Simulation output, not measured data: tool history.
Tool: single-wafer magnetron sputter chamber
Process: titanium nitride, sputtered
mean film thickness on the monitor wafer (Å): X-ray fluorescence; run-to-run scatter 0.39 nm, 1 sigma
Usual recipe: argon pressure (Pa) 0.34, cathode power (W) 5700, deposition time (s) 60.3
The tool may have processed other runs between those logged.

run	day	argon pressure (Pa)	cathode power (W)	deposition time (s)	read-back reference wafer on the same gauge, thickness_nm	mean film thickness on the monitor wafer (Å)
1	0	0.34	5700	60.3	59.165	674
2	1.375	0.34	5700	60.3	59.171	661.73
3	2.033	0.34	5700	60.3	59.183	661.05
4	2.554	0.34	5700	65.9	59.136	710.76
5	2.917	0.34	5700	65.9	59.178	719.6
6	3.412	0.34	5700	65.9	59.134	706.9
7	3.892	0.34	5700	60.3	59.232	647.45
# day 4.483: magnet pack replaced
8	4.504	0.271	6550	56.2	59.14	699.43
# day 5.088: gauge calibrated
# day 5.554: sputter target and shields replaced
# day 6.417: capacitance manometer re-zeroed and calibrated
# day 6.65: sputter target and shields replaced, repeated, since the last time left the tool worse
9	6.671	0.34	5700	60.3	59.242	682.6
10	6.683	0.418	4350	64.3	59.114	544.69
11	7.096	0.34	7050	60.3	59.26	856.38
12	7.596	0.456	4650	49.3	59.276	447.19
13	7.962	0.395	4400	55.4	59.106	483.05
14	8.421	0.34	5700	60.3	59.316	684.63
15	8.962	0.34	5700	54.5	59.206	616.68

Each row is a separate what-if for the run after 15, all from the same tool condition, not one after another. Results?
A	8.979	0.34	5700	60.3	?	?
B	8.979	0.284	5700	70.9	?	?
C	8.979	0.212	5050	70.9	?	?
D	8.979	0.412	4450	69	?	?

run	read-back reference wafer on the same gauge, thickness_nm	mean film thickness on the monitor wafer (Å)
A	59.186	681.53
B	59.186	815.23
C	59.186	738.52
D	59.186	595.62
With the hidden condition removed and each run's random variation left untouched, the same runs would have given:
run	mean film thickness on the monitor wafer (Å)
A	692.06
B	827.83
C	749.93
D	604.83
